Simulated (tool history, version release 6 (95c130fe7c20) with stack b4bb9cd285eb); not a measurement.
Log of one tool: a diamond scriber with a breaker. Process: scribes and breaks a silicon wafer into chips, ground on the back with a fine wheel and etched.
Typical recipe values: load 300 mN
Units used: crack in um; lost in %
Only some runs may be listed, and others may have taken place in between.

run,hour,load,"incoming depth of the damage left on the back of the incoming wafer, um",crack,lost
1,0,326,0.66,8.33,1.92
2,33.8,326,0.37,8.52,1.95
3,69.1,326,0.46,9.19,1.94
4,154.3,300,0.52,8.29,2.25
5,180,300,0.73,8.12,2.14
6,198.9,300,0.51,8.02,2.11
7,232.5,300,0.77,8.11,2.56
8,253.4,300,0.39,8.05,2.61
9,277.6,300,0.58,7.93,2.47
10,310.2,300,0.56,7.81,2.77
11,344.8,270,0.43,7.28,4.49
12,373.1,270,0.38,7.14,4.43
13,394.4,241,0.42,6.73,7.35
14,418.9,375,0.67,8.71,1.67
15,433.5,300,0.4,8.1,3.03
16,453.8,220,0.76,6.56,11.18
17,475.4,300,0.48,8.71,1.76
18,501.7,300,0.69,8.42,1.58
19,562.2,265,0.76,7.61,3.55
20,591.5,252,0.4,7.43,5.18
21,664.2,334,0.59,8.6,1.72
22,687.6,268,0.52,7.41,4.41
23,721,262,0.77,7.45,5.35
24,750.3,358,0.52,8.77,1.9

Between the runs listed above, the log contained 3 entries, not reproduced here. Where in the sequence does each belong, and how does what the log doesn't record of the tool's condition differ from the listed run before to the listed run after?
Runs 2 to 3: diamond tip replaced by a new one (hour 63.5)
  share of the diamond tip's cutting effectiveness lost through wear, %: 15.1 -> 2.17
  difference, measured minus the result without the unlogged condition, crack: -0.98 -> -0.14 um; lost: +0.07 -> -0.14 %
Runs 16 to 17: diamond tip replaced by a new one (hour 464.3)
  share of the diamond tip's cutting effectiveness lost through wear, %: 15.1 -> 2.79
  difference, measured minus the result without the unlogged condition, crack: -0.75 -> -0.17 um; lost: +5.49 -> +0.04 %
Runs 18 to 19: load on the tip recalibrated (hour 519.1)
  share of the diamond tip's cutting effectiveness lost through wear, %: 5.08 -> 8.96
  difference, measured minus the result without the unlogged condition, crack: -0.29 -> -0.49 um; lost: +0.11 -> +1.32 %
